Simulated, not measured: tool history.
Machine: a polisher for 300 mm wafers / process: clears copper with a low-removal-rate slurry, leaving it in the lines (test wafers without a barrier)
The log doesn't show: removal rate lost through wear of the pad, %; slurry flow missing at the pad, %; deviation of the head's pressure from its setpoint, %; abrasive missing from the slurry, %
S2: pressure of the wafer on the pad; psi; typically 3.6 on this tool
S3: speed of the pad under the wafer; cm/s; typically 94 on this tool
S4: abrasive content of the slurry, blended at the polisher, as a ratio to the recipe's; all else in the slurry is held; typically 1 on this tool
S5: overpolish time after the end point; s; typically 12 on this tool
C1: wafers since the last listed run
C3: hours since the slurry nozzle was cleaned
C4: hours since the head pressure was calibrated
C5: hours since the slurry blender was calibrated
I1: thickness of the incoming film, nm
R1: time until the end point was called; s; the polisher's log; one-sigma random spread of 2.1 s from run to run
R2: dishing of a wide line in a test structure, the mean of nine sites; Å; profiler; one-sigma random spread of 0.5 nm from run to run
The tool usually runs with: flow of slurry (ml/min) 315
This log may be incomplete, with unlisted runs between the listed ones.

{"run": 1, "hour": 0.0, "flow of slurry (ml/min)": 315, "S2": 3.6, "S3": 94, "S4": 1, "S5": 14, "C1": 0, "wafers polished on this pad": 160, "C3": 133, "C4": 224.1, "C5": 85.1, "I1": 449.2, "R1": 133.6, "R2": 297}
{"run": 2, "hour": 31.6, "flow of slurry (ml/min)": 315, "S2": 3.6, "S3": 94, "S4": 1, "S5": 14, "C1": 283, "wafers polished on this pad": 444, "C3": 164.6, "C4": 255.7, "C5": 116.7, "I1": 453.7, "R1": 135.9, "R2": 309}
{"run": 3, "hour": 96.8, "flow of slurry (ml/min)": 315, "S2": 3.6, "S3": 94, "S4": 1, "S5": 12, "C1": 585, "wafers polished on this pad": 1030, "C3": 229.8, "C4": 320.9, "C5": 181.9, "I1": 449.7, "R1": 133.5, "R2": 262}
{"hour": 143.0, "done": "worn pad replaced by a new one"}
{"run": 4, "hour": 165.0, "flow of slurry (ml/min)": 315, "S2": 3.6, "S3": 94, "S4": 1, "S5": 12, "C1": 576, "wafers polished on this pad": 197, "C3": 298, "C4": 389.1, "C5": 250.1, "I1": 441, "R1": 127.7, "R2": 257}
{"hour": 168.8, "done": "slurry blender recalibrated"}
{"run": 5, "hour": 285.5, "flow of slurry (ml/min)": 315, "S2": 3.6, "S3": 94, "S4": 1, "S5": 12, "C1": 1064, "wafers polished on this pad": 1262, "C3": 418.5, "C4": 509.6, "C5": 116.7, "I1": 448.7, "R1": 132.6, "R2": 264}
{"hour": 334.3, "done": "worn pad replaced by a new one"}
{"run": 6, "hour": 346.7, "flow of slurry (ml/min)": 315, "S2": 2.7, "S3": 94, "S4": 1, "S5": 12, "C1": 513, "wafers polished on this pad": 111, "C3": 479.7, "C4": 570.8, "C5": 177.9, "I1": 449.4, "R1": 171.9, "R2": 199}
{"hour": 371.5, "done": "slurry blender recalibrated"}
{"run": 7, "hour": 387.0, "flow of slurry (ml/min)": 315, "S2": 2.7, "S3": 94, "S4": 1, "S5": 12, "C1": 344, "wafers polished on this pad": 455, "C3": 520, "C4": 611.1, "C5": 15.5, "I1": 454.5, "R1": 177, "R2": 198}
{"hour": 403.4, "done": "slurry nozzle cleaned"}
{"hour": 434.4, "done": "head pressure recalibrated"}
{"run": 8, "hour": 452.6, "flow of slurry (ml/min)": 315, "S2": 2.7, "S3": 94, "S4": 1, "S5": 12, "C1": 562, "wafers polished on this pad": 1017, "C3": 49.2, "C4": 18.2, "C5": 81.1, "I1": 450.5, "R1": 175, "R2": 200}
{"run": 9, "hour": 507.4, "flow of slurry (ml/min)": 315, "S2": 4.5, "S3": 94, "S4": 0.85, "S5": 12, "C1": 492, "wafers polished on this pad": 1509, "C3": 104, "C4": 73, "C5": 135.9, "I1": 447.2, "R1": 111.7, "R2": 313}
{"hour": 524.9, "done": "worn pad replaced by a new one"}
{"run": 10, "hour": 562.0, "flow of slurry (ml/min)": 315, "S2": 3.6, "S3": 94, "S4": 0.7, "S5": 12, "C1": 454, "wafers polished on this pad": 332, "C3": 158.6, "C4": 127.6, "C5": 190.5, "I1": 453.8, "R1": 148.4, "R2": 241}
{"hour": 596.3, "done": "slurry blender recalibrated"}
{"run": 11, "hour": 596.8, "flow of slurry (ml/min)": 315, "S2": 4.6, "S3": 94, "S4": 1, "S5": 12, "C1": 294, "wafers polished on this pad": 627, "C3": 193.4, "C4": 162.4, "C5": 0.5, "I1": 448.1, "R1": 104.6, "R2": 328}
{"run": 12, "hour": 644.1, "flow of slurry (ml/min)": 315, "S2": 3.6, "S3": 94, "S4": 0.7, "S5": 12, "C1": 424, "wafers polished on this pad": 1052, "C3": 240.7, "C4": 209.7, "C5": 47.8, "I1": 446.6, "R1": 146.6, "R2": 241}
{"run": 13, "hour": 704.6, "flow of slurry (ml/min)": 315, "S2": 4.5, "S3": 94, "S4": 0.85, "S5": 12, "C1": 543, "wafers polished on this pad": 1595, "C3": 301.2, "C4": 270.2, "C5": 108.3, "I1": 459.3, "R1": 116.6, "R2": 300}
{"hour": 728.6, "done": "worn pad replaced by a new one"}
{"run": 14, "hour": 771.3, "flow of slurry (ml/min)": 315, "S2": 3.6, "S3": 94, "S4": 1, "S5": 12, "C1": 563, "wafers polished on this pad": 383, "C3": 367.9, "C4": 336.9, "C5": 175, "I1": 447.1, "R1": 132.1, "R2": 263}
{"run": 15, "hour": 797.7, "flow of slurry (ml/min)": 315, "S2": 3.6, "S3": 94, "S4": 0.9, "S5": 12, "C1": 237, "wafers polished on this pad": 620, "C3": 394.3, "C4": 363.3, "C5": 201.4, "I1": 443.5, "R1": 135, "R2": 259}
{"run": 16, "hour": 826.4, "flow of slurry (ml/min)": 315, "S2": 3.6, "S3": 94, "S4": 1.25, "S5": 12, "C1": 257, "wafers polished on this pad": 878, "C3": 423, "C4": 392, "C5": 230.1, "I1": 444, "R1": 124.7, "R2": 270}

What will run 17 give?
{"hour": 855.4, "done": "slurry blender recalibrated"}
{"run": 17, "hour": 860.8, "flow of slurry (ml/min)": 315, "S2": 4.7, "S3": 80, "S4": 1, "S5": 12, "C1": 291, "wafers polished on this pad": 1169, "C3": 457.4, "C4": 426.4, "C5": 5.4, "I1": 449.3, "R1": "?", "R2": "?"}

Logged for run 17: R1 118.1 s, R2 279 Å.
If the tool had no hidden condition, the same run with the same run-to-run variation would have returned R1 118.1 s, R2 279 Å.
